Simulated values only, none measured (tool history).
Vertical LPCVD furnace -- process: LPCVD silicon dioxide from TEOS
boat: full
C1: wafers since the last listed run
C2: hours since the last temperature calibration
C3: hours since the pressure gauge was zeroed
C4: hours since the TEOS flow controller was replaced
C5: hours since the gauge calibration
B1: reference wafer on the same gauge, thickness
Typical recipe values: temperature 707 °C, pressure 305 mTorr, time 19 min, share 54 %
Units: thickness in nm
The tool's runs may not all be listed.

Run 1, hour 0: usual settings but share 48 %; C1 0; C2 4103.8; C3 3420.7; C4 5306; C5 29.4; B1 154.97. Result: thickness 138.35 nm.
Run 2, hour 9.6: usual settings but temperature 703 °C, time 16.5 min; C1 163; C2 4113.4; C3 3430.3; C4 5315.6; C5 39; B1 155.02. Result: thickness 115.62 nm.
Run 3, hour 22.8: usual settings; C1 224; C2 4126.6; C3 3443.5; C4 5328.8; C5 52.2; B1 155.01. Result: thickness 146.16 nm.
Run 4, hour 31.4: usual settings; C1 146; C2 4135.2; C3 3452.1; C4 5337.4; C5 60.8; B1 154.83. Result: thickness 145.81 nm.
At hour 55.7: TEOS flow controller replaced.
Run 5, hour 56.2: usual settings; C1 13; C2 4160; C3 3476.9; C4 0.5; C5 85.6; B1 154.81. Result: thickness 146.45 nm.
Run 6, hour 60: usual settings; C1 64; C2 4163.8; C3 3480.7; C4 4.3; C5 89.4; B1 155.11. Result: thickness 146.46 nm.
Run 7, hour 64: usual settings; C1 67; C2 4167.8; C3 3484.7; C4 8.3; C5 93.4; B1 154.99. Result: thickness 145.54 nm.
Run 8, hour 80.2: usual settings; C1 275; C2 4184; C3 3500.9; C4 24.5; C5 109.6; B1 154.94. Result: thickness 146.62 nm.
Run 9, hour 91.1: usual settings; C1 185; C2 4194.9; C3 3511.8; C4 35.4; C5 120.5; B1 154.92. Result: thickness 145.66 nm.
Run 10, hour 108.9: usual settings but time 22.5 min, share 65 %; C1 302; C2 4212.7; C3 3529.6; C4 53.2; C5 138.3; B1 154.94. Result: thickness 191.1 nm.
Run 11, hour 118.7: usual settings but pressure 240 mTorr; C1 166; C2 4222.5; C3 3539.4; C4 63; C5 148.1; B1 154.94. Result: thickness 130.1 nm.
Run 12, hour 124.8: usual settings; C1 103; C2 4228.6; C3 3545.5; C4 69.1; C5 154.2; B1 155.05. Result: thickness 146.25 nm.
Run 13, hour 133.2: usual settings but temperature 700 °C, pressure 265 mTorr; C1 142; C2 4237; C3 3553.9; C4 77.5; C5 162.6; B1 155.03. Result: thickness 115.79 nm.
At hour 161.5: pressure gauge zeroed.
Run 14, hour 162: usual settings but pressure 230 mTorr; C1 81; C2 4265.8; C3 0.5; C4 106.3; C5 191.4; B1 154.9. Result: thickness 126.74 nm.
Run 15, hour 165.8: usual settings but temperature 697 °C, pressure 245 mTorr, share 43 %; C1 64; C2 4269.6; C3 4.3; C4 110.1; C5 195.2; B1 154.96. Result: thickness 92.3 nm.
Run 16, hour 169.6: usual settings but time 24 min, share 50 %; C1 64; C2 4273.4; C3 8.1; C4 113.9; C5 199; B1 154.99. Result: thickness 177.87 nm.
Run 17, hour 181.9: usual settings but temperature 702 °C, time 16.5 min, share 48 %; C1 208; C2 4285.7; C3 20.4; C4 126.2; C5 211.3; B1 154.74. Result: thickness 106.76 nm.
At hour 209.2: thermocouples replaced and temperature profile calibrated.
Run 18, hour 209.7: usual settings but temperature 702 °C, share 61 %; C1 64; C2 0.5; C3 48.2; C4 154; C5 239.1; B1 154.89. Result: thickness 137.83 nm.
Run 19, hour 213.5: usual settings; C1 64; C2 4.3; C3 52; C4 157.8; C5 242.9; B1 154.97. Result: thickness 146.07 nm.
Run 20, hour 224.4: usual settings but share 57 %; C1 185; C2 15.2; C3 62.9; C4 168.7; C5 253.8; B1 155.06. Result: thickness 150.43 nm.
Run 21, hour 238.4: usual settings but time 23.5 min; C1 237; C2 29.2; C3 76.9; C4 182.7; C5 267.8; B1 154.92. Result: thickness 179.76 nm.
Run 22, hour 244.6: usual settings but time 12.5 min, share 51 %; C1 105; C2 35.4; C3 83.1; C4 188.9; C5 274; B1 154.83. Result: thickness 93.89 nm.
Run 23, hour 261.7: usual settings but temperature 701 °C; C1 290; C2 52.5; C3 100.2; C4 206; C5 291.1; B1 155.15. Result: thickness 127.48 nm.
Run 24, hour 269.3: usual settings but pressure 245 mTorr, time 24 min; C1 129; C2 60.1; C3 107.8; C4 213.6; C5 298.7; B1 155.05. Result: thickness 166.15 nm.
Run 25, hour 281.6: usual settings but time 14.5 min, share 64 %; C1 208; C2 72.4; C3 120.1; C4 225.9; C5 311; B1 155.16. Result: thickness 122.02 nm.
Run 26, hour 287.6: usual settings; C1 101; C2 78.4; C3 126.1; C4 231.9; C5 317; B1 155.03. Result: thickness 147.03 nm.
Run 27, hour 298.7: usual settings; C1 188; C2 89.5; C3 137.2; C4 243; C5 328.1; B1 154.94. Result: thickness 146.05 nm.
Run 28, hour 308.8: usual settings but temperature 717 °C, pressure 375 mTorr, time 22.5 min, share 44 %; C1 171; C2 99.6; C3 147.3; C4 253.1; C5 338.2; B1 155. Result: thickness 217.9 nm.
Run 29, hour 315.6: usual settings but pressure 240 mTorr, share 60 %; C1 115; C2 106.4; C3 154.1; C4 259.9; C5 345; B1 154.96. Result: thickness 136.35 nm.
Run 30, hour 325.8: usual settings but time 14 min; C1 173; C2 116.6; C3 164.3; C4 270.1; C5 355.2; B1 154.97. Result: thickness 107.28 nm.

Hidden state, per run?
true tube temperature minus thermocouple reading, K: 0, the same for each run
true pressure minus gauge reading, mTorr: 0, the same for each run
deviation of the TEOS flow from its setpoint, %: 0, the same for each run
gauge reads high (%): 0, the same for each run
